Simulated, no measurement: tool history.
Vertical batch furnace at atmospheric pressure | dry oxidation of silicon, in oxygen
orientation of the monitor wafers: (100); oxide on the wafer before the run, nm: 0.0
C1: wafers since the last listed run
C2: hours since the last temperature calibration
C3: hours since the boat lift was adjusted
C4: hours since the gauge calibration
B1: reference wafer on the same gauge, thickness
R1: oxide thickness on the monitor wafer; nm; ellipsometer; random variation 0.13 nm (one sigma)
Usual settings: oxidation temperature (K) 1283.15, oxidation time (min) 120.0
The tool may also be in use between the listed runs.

{"run": 1, "hour": 0.0, "oxidation temperature (K)": 1290.15, "oxidation time (min)": 120.0, "C1": 0, "C2": 1873.5, "C3": 5178.6, "C4": 120.9, "B1": 103.08, "R1": 93.9}
{"run": 2, "hour": 16.1, "oxidation temperature (K)": 1290.15, "oxidation time (min)": 120.0, "C1": 245, "C2": 1889.6, "C3": 5194.7, "C4": 137.0, "B1": 103.09, "R1": 94.12}
{"run": 3, "hour": 46.9, "oxidation temperature (K)": 1283.15, "oxidation time (min)": 120.0, "C1": 469, "C2": 1920.4, "C3": 5225.5, "C4": 167.8, "B1": 103.08, "R1": 88.25}
{"run": 4, "hour": 64.2, "oxidation temperature (K)": 1283.15, "oxidation time (min)": 120.0, "C1": 263, "C2": 1937.7, "C3": 5242.8, "C4": 185.1, "B1": 103.07, "R1": 88.11}
{"run": 5, "hour": 123.1, "oxidation temperature (K)": 1283.15, "oxidation time (min)": 120.0, "C1": 897, "C2": 1996.6, "C3": 5301.7, "C4": 244.0, "B1": 103.13, "R1": 88.11}
{"run": 6, "hour": 143.5, "oxidation temperature (K)": 1283.15, "oxidation time (min)": 120.0, "C1": 310, "C2": 2017.0, "C3": 5322.1, "C4": 264.4, "B1": 103.1, "R1": 88.14}
{"run": 7, "hour": 158.4, "oxidation temperature (K)": 1283.15, "oxidation time (min)": 120.0, "C1": 227, "C2": 2031.9, "C3": 5337.0, "C4": 279.3, "B1": 103.09, "R1": 88.23}
{"run": 8, "hour": 243.2, "oxidation temperature (K)": 1283.15, "oxidation time (min)": 120.0, "C1": 1292, "C2": 2116.7, "C3": 5421.8, "C4": 364.1, "B1": 103.04, "R1": 87.82}
{"run": 9, "hour": 260.8, "oxidation temperature (K)": 1283.15, "oxidation time (min)": 120.0, "C1": 268, "C2": 2134.3, "C3": 5439.4, "C4": 381.7, "B1": 103.09, "R1": 87.99}
{"run": 10, "hour": 294.7, "oxidation temperature (K)": 1283.15, "oxidation time (min)": 120.0, "C1": 516, "C2": 2168.2, "C3": 5473.3, "C4": 415.6, "B1": 103.17, "R1": 88.04}
{"run": 11, "hour": 321.1, "oxidation temperature (K)": 1283.15, "oxidation time (min)": 120.0, "C1": 402, "C2": 2194.6, "C3": 5499.7, "C4": 442.0, "B1": 103.09, "R1": 88.09}
{"run": 12, "hour": 344.8, "oxidation temperature (K)": 1283.15, "oxidation time (min)": 145.5, "C1": 361, "C2": 2218.3, "C3": 5523.4, "C4": 465.7, "B1": 103.07, "R1": 100.5}
{"hour": 361.3, "done": "gauge calibrated"}
{"hour": 398.9, "done": "thermocouples replaced and temperature profile calibrated"}
{"run": 13, "hour": 399.4, "oxidation temperature (K)": 1283.15, "oxidation time (min)": 145.5, "C1": 466, "C2": 0.5, "C3": 5578.0, "C4": 38.1, "B1": 103.1, "R1": 95.72}
{"run": 14, "hour": 409.7, "oxidation temperature (K)": 1265.15, "oxidation time (min)": 179.0, "C1": 156, "C2": 10.8, "C3": 5588.3, "C4": 48.4, "B1": 103.08, "R1": 93.74}
{"run": 15, "hour": 442.0, "oxidation temperature (K)": 1283.15, "oxidation time (min)": 167.5, "C1": 492, "C2": 43.1, "C3": 5620.6, "C4": 80.7, "B1": 103.07, "R1": 105.76}
{"run": 16, "hour": 476.0, "oxidation temperature (K)": 1283.15, "oxidation time (min)": 120.0, "C1": 518, "C2": 77.1, "C3": 5654.6, "C4": 114.7, "B1": 103.1, "R1": 84.18}
{"hour": 501.5, "done": "boat lift adjusted"}
{"run": 17, "hour": 502.0, "oxidation temperature (K)": 1267.15, "oxidation time (min)": 154.5, "C1": 30, "C2": 103.1, "C3": 0.5, "C4": 140.7, "B1": 103.07, "R1": 89.91}
{"run": 18, "hour": 507.2, "oxidation temperature (K)": 1283.15, "oxidation time (min)": 120.0, "C1": 79, "C2": 108.3, "C3": 5.7, "C4": 145.9, "B1": 103.1, "R1": 88.0}
{"run": 19, "hour": 525.8, "oxidation temperature (K)": 1283.15, "oxidation time (min)": 120.0, "C1": 283, "C2": 126.9, "C3": 24.3, "C4": 164.5, "B1": 103.08, "R1": 88.05}
{"run": 20, "hour": 558.6, "oxidation temperature (K)": 1271.15, "oxidation time (min)": 81.5, "C1": 499, "C2": 159.7, "C3": 57.1, "C4": 197.3, "B1": 103.1, "R1": 60.38}
{"run": 21, "hour": 573.6, "oxidation temperature (K)": 1302.15, "oxidation time (min)": 83.5, "C1": 228, "C2": 174.7, "C3": 72.1, "C4": 212.3, "B1": 103.05, "R1": 82.34}
{"run": 22, "hour": 602.3, "oxidation temperature (K)": 1299.15, "oxidation time (min)": 172.0, "C1": 437, "C2": 203.4, "C3": 100.8, "C4": 241.0, "B1": 103.1, "R1": 129.97}
{"run": 23, "hour": 627.3, "oxidation temperature (K)": 1275.15, "oxidation time (min)": 120.0, "C1": 381, "C2": 228.4, "C3": 125.8, "C4": 266.0, "B1": 103.14, "R1": 82.19}
{"run": 24, "hour": 644.0, "oxidation temperature (K)": 1283.15, "oxidation time (min)": 145.5, "C1": 254, "C2": 245.1, "C3": 142.5, "C4": 282.7, "B1": 103.06, "R1": 100.93}
{"run": 25, "hour": 678.9, "oxidation temperature (K)": 1283.15, "oxidation time (min)": 145.5, "C1": 531, "C2": 280.0, "C3": 177.4, "C4": 317.6, "B1": 103.11, "R1": 101.14}
{"run": 26, "hour": 709.8, "oxidation temperature (K)": 1293.15, "oxidation time (min)": 163.5, "C1": 470, "C2": 310.9, "C3": 208.3, "C4": 348.5, "B1": 103.08, "R1": 119.53}
{"run": 27, "hour": 739.9, "oxidation temperature (K)": 1271.15, "oxidation time (min)": 157.5, "C1": 458, "C2": 341.0, "C3": 238.4, "C4": 378.6, "B1": 103.11, "R1": 95.8}

Forecast each of these 5 alternatives for the next run:
{"run": "A", "hour": 745.1, "oxidation temperature (K)": 1283.15, "oxidation time (min)": 120.0, "C1": 79, "C2": 346.2, "C3": 243.6, "C4": 383.8, "B1": "?", "R1": "?"}
{"run": "B", "hour": 745.1, "oxidation temperature (K)": 1271.15, "oxidation time (min)": 120.0, "C1": 79, "C2": 346.2, "C3": 243.6, "C4": 383.8, "B1": "?", "R1": "?"}
{"run": "C", "hour": 745.1, "oxidation temperature (K)": 1264.15, "oxidation time (min)": 168.5, "C1": 79, "C2": 346.2, "C3": 243.6, "C4": 383.8, "B1": "?", "R1": "?"}
{"run": "D", "hour": 745.1, "oxidation temperature (K)": 1302.15, "oxidation time (min)": 147.5, "C1": 79, "C2": 346.2, "C3": 243.6, "C4": 383.8, "B1": "?", "R1": "?"}
{"run": "E", "hour": 745.1, "oxidation temperature (K)": 1303.15, "oxidation time (min)": 74.0, "C1": 79, "C2": 346.2, "C3": 243.6, "C4": 383.8, "B1": "?", "R1": "?"}

run=A B1=103.13 R1=88.87
run=B B1=103.13 R1=79.35
run=C B1=103.13 R1=93.95
run=D B1=103.13 R1=120.76
run=E B1=103.13 R1=76.99
Without the tool's hidden state the same runs would have given:
run=A R1=87.32
run=B R1=77.88
run=C R1=92.31
run=D R1=118.83
run=E R1=75.70
